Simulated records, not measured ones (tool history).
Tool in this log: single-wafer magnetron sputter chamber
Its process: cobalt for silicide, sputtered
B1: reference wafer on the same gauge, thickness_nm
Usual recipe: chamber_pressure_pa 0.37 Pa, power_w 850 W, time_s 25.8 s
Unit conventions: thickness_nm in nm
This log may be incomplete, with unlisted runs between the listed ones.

run 1 hour=0 | chamber_pressure_pa=0.37 power_w=750 time_s=25.8 | B1=9.633 | thickness_nm=10.491
run 2 hour=34.5 | chamber_pressure_pa=0.37 power_w=850 time_s=25.8 | B1=9.604 | thickness_nm=11.491
run 3 hour=54.5 | chamber_pressure_pa=0.302 power_w=850 time_s=25.8 | B1=9.612 | thickness_nm=11.751
run 4 hour=72.3 | chamber_pressure_pa=0.302 power_w=850 time_s=25.8 | B1=9.6 | thickness_nm=11.73
run 5 hour=86.1 | chamber_pressure_pa=0.302 power_w=850 time_s=25.8 | B1=9.605 | thickness_nm=11.77
-- hour=96.6 sputter target and shields replaced
run 6 hour=108.1 | chamber_pressure_pa=0.412 power_w=850 time_s=25.8 | B1=9.582 | thickness_nm=11.179
run 7 hour=130.2 | chamber_pressure_pa=0.413 power_w=850 time_s=25.8 | B1=9.605 | thickness_nm=11.131
run 8 hour=162.4 | chamber_pressure_pa=0.413 power_w=850 time_s=25.8 | B1=9.555 | thickness_nm=11.119
run 9 hour=182.4 | chamber_pressure_pa=0.37 power_w=850 time_s=25.8 | B1=9.558 | thickness_nm=11.309
run 10 hour=203.7 | chamber_pressure_pa=0.37 power_w=850 time_s=25.8 | B1=9.564 | thickness_nm=11.335
-- hour=244 sputter target and shields replaced
run 11 hour=244.5 | chamber_pressure_pa=0.328 power_w=850 time_s=30.9 | B1=9.534 | thickness_nm=13.871
run 12 hour=259.2 | chamber_pressure_pa=0.37 power_w=850 time_s=28.5 | B1=9.52 | thickness_nm=12.528
run 13 hour=287.4 | chamber_pressure_pa=0.37 power_w=850 time_s=25.8 | B1=9.504 | thickness_nm=11.24
run 14 hour=307.3 | chamber_pressure_pa=0.37 power_w=850 time_s=25.8 | B1=9.492 | thickness_nm=11.286
run 15 hour=333.6 | chamber_pressure_pa=0.248 power_w=850 time_s=29.6 | B1=9.459 | thickness_nm=13.693
-- hour=361.1 magnet pack replaced
run 16 hour=365.5 | chamber_pressure_pa=0.292 power_w=800 time_s=22.6 | B1=9.462 | thickness_nm=9.848
-- hour=376.2 gauge calibrated
run 17 hour=382.8 | chamber_pressure_pa=0.489 power_w=700 time_s=22.3 | B1=9.614 | thickness_nm=8.287
-- hour=393.4 capacitance manometer re-zeroed and calibrated
-- hour=398.7 sputter target and shields replaced
run 18 hour=405.4 | chamber_pressure_pa=0.37 power_w=850 time_s=25.8 | B1=9.603 | thickness_nm=11.482
run 19 hour=501.5 | chamber_pressure_pa=0.487 power_w=850 time_s=25.8 | B1=9.603 | thickness_nm=10.753
run 20 hour=515.2 | chamber_pressure_pa=0.455 power_w=850 time_s=23.5 | B1=9.589 | thickness_nm=10.009

Below are 5 alternative next runs, each starting from the tool's condition after run 20. Predict each:
run A hour=515.6 | chamber_pressure_pa=0.37 power_w=850 time_s=25.8 | B1=? | thickness_nm=?
run B hour=515.6 | chamber_pressure_pa=0.37 power_w=700 time_s=28.8 | B1=? | thickness_nm=?
run C hour=515.6 | chamber_pressure_pa=0.37 power_w=1000 time_s=25.8 | B1=? | thickness_nm=?
run D hour=515.6 | chamber_pressure_pa=0.37 power_w=900 time_s=29.6 | B1=? | thickness_nm=?
run E hour=515.6 | chamber_pressure_pa=0.276 power_w=700 time_s=21.7 | B1=? | thickness_nm=?

run=A B1=9.576 thickness_nm=11.371
run=B B1=9.576 thickness_nm=11.199
run=C B1=9.576 thickness_nm=12.709
run=D B1=9.576 thickness_nm=13.557
run=E B1=9.576 thickness_nm=8.832
Take away the tool's hidden state, keep each run's random variation, and the runs would have read:
run=A thickness_nm=11.383
run=B thickness_nm=11.211
run=C thickness_nm=12.723
run=D thickness_nm=13.572
run=E thickness_nm=8.842
